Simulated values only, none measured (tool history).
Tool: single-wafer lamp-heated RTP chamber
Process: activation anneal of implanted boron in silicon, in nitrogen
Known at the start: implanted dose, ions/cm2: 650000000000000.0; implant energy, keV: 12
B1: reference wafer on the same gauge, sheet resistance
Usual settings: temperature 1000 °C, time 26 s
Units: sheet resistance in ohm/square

run 1 day=0 | temperature=1000 time=26 | B1=175.04 | sheet_resistance=172.71
-- day=0.238 gauge calibrated
run 2 day=0.262 | temperature=1000 time=26 | B1=175.07 | sheet_resistance=172.9
run 3 day=2.308 | temperature=1000 time=26 | B1=175.03 | sheet_resistance=173.22
run 4 day=2.654 | temperature=1000 time=26 | B1=174.99 | sheet_resistance=173.18
run 5 day=3.083 | temperature=1000 time=26 | B1=174.96 | sheet_resistance=171.97
run 6 day=3.8 | temperature=1000 time=26 | B1=175.01 | sheet_resistance=172.15
run 7 day=4.438 | temperature=1010 time=26 | B1=175.09 | sheet_resistance=171.08
run 8 day=4.979 | temperature=1010 time=26 | B1=175.01 | sheet_resistance=171.04
run 9 day=5.417 | temperature=1010 time=26 | B1=174.94 | sheet_resistance=171.2
run 10 day=6.075 | temperature=1000 time=26 | B1=175.13 | sheet_resistance=172.01
-- day=6.417 reflector plate cleaned
run 11 day=6.438 | temperature=1000 time=26 | B1=175 | sheet_resistance=173.06
run 12 day=7.158 | temperature=1000 time=26 | B1=175.05 | sheet_resistance=173.11
run 13 day=7.633 | temperature=1000 time=20 | B1=174.95 | sheet_resistance=174.4
-- day=8.171 pyrometer window cleaned and pyrometer calibrated
run 14 day=8.192 | temperature=1000 time=26 | B1=174.96 | sheet_resistance=173.22
run 15 day=8.542 | temperature=1017 time=32 | B1=175.06 | sheet_resistance=171.02
run 16 day=8.967 | temperature=1016 time=30 | B1=175.02 | sheet_resistance=170.66
run 17 day=9.333 | temperature=977 time=32 | B1=175 | sheet_resistance=179.67
run 18 day=9.762 | temperature=1011 time=34 | B1=174.98 | sheet_resistance=170.9
-- day=9.779 gauge calibrated
run 19 day=10.354 | temperature=1000 time=26 | B1=174.92 | sheet_resistance=172.81
run 20 day=10.979 | temperature=971 time=22 | B1=174.99 | sheet_resistance=184.12
run 21 day=11.946 | temperature=979 time=37 | B1=175.04 | sheet_resistance=176.92
run 22 day=12.571 | temperature=1000 time=26 | B1=174.98 | sheet_resistance=172.32
run 23 day=13.017 | temperature=1019 time=15 | B1=175.05 | sheet_resistance=171.46
run 24 day=13.496 | temperature=1010 time=26 | B1=175.01 | sheet_resistance=171.23

5 ways to go on from here, each from the tool as it stands after run 24. What would each give?
run A day=13.512 | temperature=1000 time=26 | B1=? | sheet_resistance=?
run B day=13.512 | temperature=991 time=36 | B1=? | sheet_resistance=?
run C day=13.512 | temperature=983 time=31 | B1=? | sheet_resistance=?
run D day=13.512 | temperature=1000 time=19 | B1=? | sheet_resistance=?
run E day=13.512 | temperature=1016 time=12 | B1=? | sheet_resistance=?

run=A B1=174.95 sheet_resistance=172.18
run=B B1=174.95 sheet_resistance=172.99
run=C B1=174.95 sheet_resistance=175.55
run=D B1=174.95 sheet_resistance=172.85
run=E B1=174.95 sheet_resistance=171.8
Without the tool's hidden state the same runs would have given:
run=A sheet_resistance=173.52
run=B sheet_resistance=174.88
run=C sheet_resistance=178.4
run=D sheet_resistance=174.32
run=E sheet_resistance=172.54
